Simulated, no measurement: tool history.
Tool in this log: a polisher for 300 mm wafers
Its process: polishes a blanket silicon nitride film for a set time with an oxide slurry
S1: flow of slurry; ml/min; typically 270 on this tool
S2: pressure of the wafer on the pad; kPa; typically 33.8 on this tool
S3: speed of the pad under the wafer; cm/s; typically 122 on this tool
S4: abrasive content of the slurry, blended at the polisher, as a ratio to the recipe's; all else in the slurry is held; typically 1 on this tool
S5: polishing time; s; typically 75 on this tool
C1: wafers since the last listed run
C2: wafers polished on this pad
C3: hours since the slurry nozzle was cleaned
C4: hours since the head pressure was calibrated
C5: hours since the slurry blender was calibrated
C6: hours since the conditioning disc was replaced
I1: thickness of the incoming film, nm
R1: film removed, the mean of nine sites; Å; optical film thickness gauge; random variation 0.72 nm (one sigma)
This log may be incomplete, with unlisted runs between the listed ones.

run,hour,S1,S2,S3,S4,S5,C1,C2,C3,C4,C5,C6,I1,R1
1,0,270,33.8,122,1,75,0,307,528.9,1135.8,12.1,245.1,287,772
2,27.4,270,33.8,122,1,75,186,494,556.3,1163.2,39.5,272.5,296.1,754
3,52.7,270,33.8,122,1,75,172,666,581.6,1188.5,64.8,297.8,289,740
4,64.9,270,33.8,122,0.9,75,83,749,593.8,1200.7,77,310,292.7,703
5,104.6,270,33.8,122,0.9,75,270,1020,633.5,1240.4,116.7,349.7,290.6,700
# hour 136.9: worn pad replaced by a new one
6,138.4,270,33.8,122,1,75,203,10,667.3,1274.2,150.5,383.5,285.3,722
7,172.2,270,33.8,122,1,75,230,240,701.1,1308,184.3,417.3,295.6,719
# hour 188.6: slurry blender recalibrated
8,189.9,200,33.8,112,1,75,106,347,718.8,1325.7,1.3,435,293.8,697
9,209.1,270,33.8,122,1,75,130,478,738,1344.9,20.5,454.2,291.5,747
10,228.1,270,33.8,90,1.1,75,129,607,757,1363.9,39.5,473.2,287,603
# hour 234.9: conditioning disc replaced and pad reconditioned
11,261.5,350,37.2,122,1,50,213,821,790.4,1397.3,72.9,26.6,292.9,538
# hour 269.7: slurry nozzle cleaned
12,286.1,270,33.8,122,1,75,160,982,16.4,1421.9,97.5,51.2,286.2,718
13,315.2,270,45.5,84,1.1,75,198,1180,45.5,1451,126.6,80.3,287.6,717
# hour 340.4: worn pad replaced by a new one, of another model than before
14,344.5,205,33.8,122,1,75,172,28,74.8,1480.3,155.9,109.6,291,671
# hour 351: slurry blender recalibrated
15,380.3,270,33.8,122,1.15,75,230,258,110.6,1516.1,29.3,145.4,289.7,802
# hour 400.4: head pressure recalibrated
16,407.9,270,33.8,122,1,75,174,432,138.2,7.5,56.9,173,284.9,724
17,439.4,270,33.8,122,1,75,214,647,169.7,39,88.4,204.5,287.8,722
18,462.3,270,33.8,122,0.9,75,156,803,192.6,61.9,111.3,227.4,288.3,689
19,490.4,190,44.1,82,0.75,75,191,995,220.7,90,139.4,255.5,293.1,570
# hour 508.4: worn pad replaced by a new one
20,509.8,270,33.8,122,1,86,104,9,240.1,109.4,158.8,274.9,294.8,827
21,545.8,335,28.3,122,1,75,245,254,276.1,145.4,194.8,310.9,291.8,687
# hour 549: slurry blender recalibrated
22,576.4,270,33.8,106,1,96,194,449,306.7,176,27.4,341.5,285.9,911
23,601.6,300,44.8,148,1,75,171,621,331.9,201.2,52.6,366.7,291.7,924
24,631.8,270,33.8,110,1.2,75,205,827,362.1,231.4,82.8,396.9,284.6,746
25,654.3,270,33.8,122,1,75,153,980,384.6,253.9,105.3,419.4,295,728
26,671.6,270,33.8,144,1.2,75,117,1098,401.9,271.2,122.6,436.7,291.5,850

Here are 4 independent what-if runs from the current tool condition. What would each one return?
A,672,270,33.8,122,1.1,75,2,1100,402.3,271.6,123,437.1,288.1,?
B,672,325,37.9,84,1,57,2,1100,402.3,271.6,123,437.1,288.1,?
C,672,270,44.8,92,1,75,2,1100,402.3,271.6,123,437.1,288.1,?
D,672,355,33.8,122,1,75,2,1100,402.3,271.6,123,437.1,288.1,?

run,R1
A,760
B,517
C,746
D,751
What these runs would have given with no unlogged condition in the tool:
run,R1
A,819
B,559
C,806
D,812
